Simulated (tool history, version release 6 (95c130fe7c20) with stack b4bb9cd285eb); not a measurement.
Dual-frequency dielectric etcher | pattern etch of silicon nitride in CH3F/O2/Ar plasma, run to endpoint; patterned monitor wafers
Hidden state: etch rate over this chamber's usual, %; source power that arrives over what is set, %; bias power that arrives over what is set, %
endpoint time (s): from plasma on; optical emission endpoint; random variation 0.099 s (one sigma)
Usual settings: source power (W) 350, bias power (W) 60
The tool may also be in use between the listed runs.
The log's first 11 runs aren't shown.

run	hour	source power (W)	bias power (W)	wafers since the last listed run	hours since the last wet clean	hours since the last source power generator calibration	hours since the last bias power generator calibration	hours since the last upper electrode change	incoming incoming film thickness, nm	endpoint time (s)
12	187.3	350	60	125	25.7	4303.5	3381.6	3335.7	19.28	32.8
13	197.9	350	60	139	36.3	4314.1	3392.2	3346.3	19.44	33.3
14	209.1	350	60	147	47.5	4325.3	3403.4	3357.5	19.11	32.7
15	222.5	350	60	176	60.9	4338.7	3416.8	3370.9	19.24	32.8
16	229.7	350	60	94	68.1	4345.9	3424	3378.1	19.13	32.6
17	239.5	350	60	129	77.9	4355.7	3433.8	3387.9	19.17	32.5
# hour 248.3: source power generator calibrated
18	251.4	430	67	104	89.8	3.1	3445.7	3399.8	19.12	29.9
19	260.3	430	47	117	98.7	12	3454.6	3408.7	19.28	33.1
20	272	320	60	154	110.4	23.7	3466.3	3420.4	19.13	33.1
21	281.9	350	72	130	120.3	33.6	3476.2	3430.3	19.38	31.4
22	294.9	260	52	171	133.3	46.6	3489.2	3443.3	19.22	36.4
# hour 325.5: bias power generator calibrated
# hour 326.1: upper electrode replaced
23	326.6	350	64	356	165	78.3	1.1	0.5	19.15	31.8
24	326.9	400	60	3	165.3	78.6	1.4	0.8	19.05	31.1
25	328	350	60	14	166.4	79.7	2.5	1.9	19.35	32.8
26	342.7	350	60	193	181.1	94.4	17.2	16.6	19.5	32.7
27	352.1	270	66	123	190.5	103.8	26.6	26	19.19	33.5
28	362.3	300	55	134	200.7	114	36.8	36.2	19.16	34.4
29	373.4	350	60	146	211.8	125.1	47.9	47.3	19.2	32.3
30	389	260	60	205	227.4	140.7	63.5	62.9	19.38	35.1
31	397.9	270	55	117	236.3	149.6	72.4	71.8	19.43	35.7
32	408.8	280	64	143	247.2	160.5	83.3	82.7	19.3	33.5
33	419.1	350	60	135	257.5	170.8	93.6	93	19.31	32.6
34	434.7	310	60	205	273.1	186.4	109.2	108.6	19.24	33.3

Forecast each of these 5 alternatives for the next run:
A	435.1	420	60	5	273.5	186.8	109.6	109	19.19	?
B	435.1	320	49	5	273.5	186.8	109.6	109	19.19	?
C	435.1	350	51	5	273.5	186.8	109.6	109	19.19	?
D	435.1	350	50	5	273.5	186.8	109.6	109	19.19	?
E	435.1	410	60	5	273.5	186.8	109.6	109	19.19	?

run	endpoint time (s)
A	30.8
B	34.8
C	33.7
D	33.9
E	31
Without the tool's hidden state the same runs would have given:
run	endpoint time (s)
A	31.5
B	35.6
C	34.5
D	34.6
E	31.7
